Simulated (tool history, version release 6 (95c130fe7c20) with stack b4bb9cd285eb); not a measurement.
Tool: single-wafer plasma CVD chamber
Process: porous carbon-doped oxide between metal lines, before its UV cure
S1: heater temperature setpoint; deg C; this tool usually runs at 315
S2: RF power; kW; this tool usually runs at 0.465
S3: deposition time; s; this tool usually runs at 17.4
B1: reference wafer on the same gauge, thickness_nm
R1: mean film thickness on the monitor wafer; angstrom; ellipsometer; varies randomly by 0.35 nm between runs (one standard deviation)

run    hour   S1     S2    S3      B1      R1
  1     0.0  315  0.465  17.4  79.664  800.39
  2    38.8  315  0.445  17.4  79.683  783.24
  3   144.2  315  0.465  17.4  79.600  799.26
  4   247.1  315  0.465  17.4  79.706  792.75
  5   300.2  315  0.465  15.5  79.692  710.48
  6   406.5  315  0.465  17.4  79.817  791.42
  7   461.3  315  0.465  17.4  79.716  798.27
  8   536.7  321  0.465  17.4  79.640  765.76
  9   615.1  321  0.465  17.4  79.730  766.93
 10   710.8  321  0.465  17.4  79.653  759.61
 11   766.2  308  0.465  17.4  79.677  806.56
 12   811.6  308  0.465  17.4  79.771  802.70
 13   894.5  308  0.465  17.4  79.687  830.10
 14   946.3  315  0.465  17.4  79.641  803.09
 15  1052.5  315  0.465  17.4  79.654  809.93
 16  1107.8  326  0.465  17.4  79.644  762.40
 17  1164.1  306  0.530  17.4  79.789  872.00
 18  1250.1  315  0.465  17.4  79.678  800.84
 19  1401.7  315  0.425  18.9  79.647  834.37
 20  1484.2  315  0.465  18.9  79.687  862.95
 21  1561.8  315  0.465  18.7  79.690  856.99
 22  1628.1  309  0.405  14.4  79.776  647.91
 23  1855.2  315  0.465  17.4  79.834  780.67
 24  1951.9  311  0.465  17.4  79.740  802.75
 25  2031.7  315  0.465  17.4  79.752  781.71
 26  2130.6  315  0.465  17.4  79.716  779.76
 27  2223.1  315  0.400  16.0  79.732  701.92
 28  2308.4  307  0.435  19.6  79.684  913.57
 29  2395.2  301  0.465  17.4  79.680  860.66

Removed from this log: 6 entries logged between the listed runs. Between which two listed runs does each belong, and how does the tool's hidden state at the listed run before it compare with that at the listed run after it?
Run 2 -> run 3: thermocouple changed; heater temperature recalibrated (hour 116.1)
  delivered RF power above the setpoint (%): -1.84 -> -2.51
  measured result minus the result with no hidden state, R1: -5.58 -> -6.87 angstrom
Run 12 -> run 13: RF generator calibrated (hour 872.1)
  delivered RF power above the setpoint (%): -9.55 -> -0.545
  measured result minus the result with no hidden state, R1: -29.29 -> -1.53 angstrom
Run 14 -> run 15: showerhead replaced (hour 973.6); gauge calibrated (hour 1036.3)
  delivered RF power above the setpoint (%): -0.572 -> -0.718
  measured result minus the result with no hidden state, R1: -1.56 -> -1.97 angstrom
Run 18 -> run 19: thermocouple changed; heater temperature recalibrated (hour 1378.9)
  delivered RF power above the setpoint (%): -1.31 -> -2.06
  measured result minus the result with no hidden state, R1: -3.58 -> -6.76 angstrom
Run 26 -> run 27: RF generator calibrated (hour 2145.7)
  delivered RF power above the setpoint (%): -9.11 -> -0.616
  measured result minus the result with no hidden state, R1: -26.98 -> -1.69 angstrom

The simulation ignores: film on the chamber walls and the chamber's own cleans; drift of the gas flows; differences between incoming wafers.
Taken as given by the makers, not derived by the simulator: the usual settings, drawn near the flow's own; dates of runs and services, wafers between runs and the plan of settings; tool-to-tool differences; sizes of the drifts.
